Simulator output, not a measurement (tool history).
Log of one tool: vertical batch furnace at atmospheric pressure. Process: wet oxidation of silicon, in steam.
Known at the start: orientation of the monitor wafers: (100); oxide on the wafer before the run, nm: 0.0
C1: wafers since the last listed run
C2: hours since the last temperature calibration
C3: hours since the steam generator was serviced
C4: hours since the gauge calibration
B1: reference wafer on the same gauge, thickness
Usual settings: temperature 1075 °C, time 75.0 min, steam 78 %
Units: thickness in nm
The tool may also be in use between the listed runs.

run 1 day=0.000 | temperature=1075 time=75.0 steam=78 | C1=0 C2=1894.0 C3=1939.1 C4=607.5 | B1=667.71 | thickness=599.22
run 2 day=0.729 | temperature=1075 time=75.0 steam=78 | C1=244 C2=1911.5 C3=1956.6 C4=625.0 | B1=668.43 | thickness=595.80
run 3 day=2.250 | temperature=1075 time=75.0 steam=78 | C1=509 C2=1948.0 C3=1993.1 C4=661.5 | B1=667.72 | thickness=595.97
run 4 day=3.271 | temperature=1075 time=75.0 steam=78 | C1=342 C2=1972.5 C3=2017.6 C4=686.0 | B1=668.12 | thickness=597.79
run 5 day=5.925 | temperature=1075 time=55.5 steam=87 | C1=890 C2=2036.2 C3=2081.3 C4=749.7 | B1=667.57 | thickness=533.18
run 6 day=6.962 | temperature=1075 time=55.5 steam=87 | C1=347 C2=2061.1 C3=2106.2 C4=774.6 | B1=668.41 | thickness=531.28
run 7 day=8.133 | temperature=1075 time=55.5 steam=87 | C1=392 C2=2089.2 C3=2134.3 C4=802.7 | B1=667.80 | thickness=531.33
run 8 day=8.829 | temperature=1067 time=75.0 steam=78 | C1=233 C2=2105.9 C3=2151.0 C4=819.4 | B1=668.20 | thickness=569.65
-- day=9.208 gauge calibrated
run 9 day=9.617 | temperature=1075 time=75.0 steam=78 | C1=264 C2=2124.8 C3=2169.9 C4=9.8 | B1=667.51 | thickness=595.35
run 10 day=10.429 | temperature=1075 time=75.0 steam=78 | C1=272 C2=2144.3 C3=2189.4 C4=29.3 | B1=668.63 | thickness=593.33
run 11 day=11.429 | temperature=1075 time=75.0 steam=78 | C1=335 C2=2168.3 C3=2213.4 C4=53.3 | B1=667.95 | thickness=595.65
run 12 day=12.829 | temperature=1075 time=75.0 steam=78 | C1=469 C2=2201.9 C3=2247.0 C4=86.9 | B1=668.43 | thickness=593.15
run 13 day=13.829 | temperature=1075 time=75.0 steam=78 | C1=335 C2=2225.9 C3=2271.0 C4=110.9 | B1=667.70 | thickness=593.12
-- day=15.692 thermocouples replaced and temperature profile calibrated
run 14 day=15.712 | temperature=1092 time=43.0 steam=78 | C1=296 C2=0.5 C3=2316.2 C4=156.1 | B1=668.00 | thickness=462.37
run 15 day=16.367 | temperature=1059 time=94.5 steam=71 | C1=219 C2=16.2 C3=2331.9 C4=171.8 | B1=667.93 | thickness=595.97
-- day=17.725 steam generator serviced
run 16 day=17.746 | temperature=1075 time=75.0 steam=78 | C1=127 C2=49.3 C3=0.5 C4=204.9 | B1=668.47 | thickness=617.15
run 17 day=18.433 | temperature=1051 time=75.0 steam=78 | C1=230 C2=65.8 C3=17.0 C4=221.4 | B1=668.61 | thickness=549.71
run 18 day=19.321 | temperature=1062 time=39.5 steam=85 | C1=297 C2=87.1 C3=38.3 C4=242.7 | B1=668.46 | thickness=417.41
run 19 day=20.379 | temperature=1075 time=51.0 steam=68 | C1=354 C2=112.5 C3=63.7 C4=268.1 | B1=668.36 | thickness=452.13
run 20 day=21.238 | temperature=1075 time=95.5 steam=78 | C1=287 C2=133.1 C3=84.3 C4=288.7 | B1=667.65 | thickness=709.06
run 21 day=21.979 | temperature=1061 time=110.5 steam=90 | C1=248 C2=150.9 C3=102.1 C4=306.5 | B1=667.63 | thickness=786.56
run 22 day=23.138 | temperature=1075 time=75.0 steam=78 | C1=388 C2=178.7 C3=129.9 C4=334.3 | B1=668.21 | thickness=619.32
run 23 day=23.904 | temperature=1097 time=40.0 steam=85 | C1=257 C2=197.1 C3=148.3 C4=352.7 | B1=668.34 | thickness=493.77
run 24 day=25.217 | temperature=1053 time=92.5 steam=78 | C1=440 C2=228.6 C3=179.8 C4=384.2 | B1=667.31 | thickness=626.12
run 25 day=26.508 | temperature=1075 time=75.0 steam=78 | C1=433 C2=259.6 C3=210.8 C4=415.2 | B1=668.20 | thickness=613.43
run 26 day=27.896 | temperature=1075 time=75.0 steam=78 | C1=465 C2=292.9 C3=244.1 C4=448.5 | B1=668.06 | thickness=614.43
run 27 day=28.417 | temperature=1075 time=75.0 steam=68 | C1=174 C2=305.4 C3=256.6 C4=461.0 | B1=668.54 | thickness=566.56

How the hidden state differs across the entries between the runs, from the last listed run before each to the first after it:
Between runs 8 and 9: gauge calibrated (day 9.208)
  steam share off its setpoint, % of the setpoint: -6.97 -> -7.02
  measured less the result without the state, thickness: -24.64 -> -25.61 nm
Between runs 13 and 14: thermocouples replaced and temperature profile calibrated (day 15.692)
  steam share off its setpoint, % of the setpoint: -7.34 -> -7.48
  measured less the result without the state, thickness: -26.73 -> -21.47 nm
Between runs 15 and 16: steam generator serviced (day 17.725)
  steam share off its setpoint, % of the setpoint: -7.52 -> -0.691
  measured less the result without the state, thickness: -28.12 -> -2.47 nm
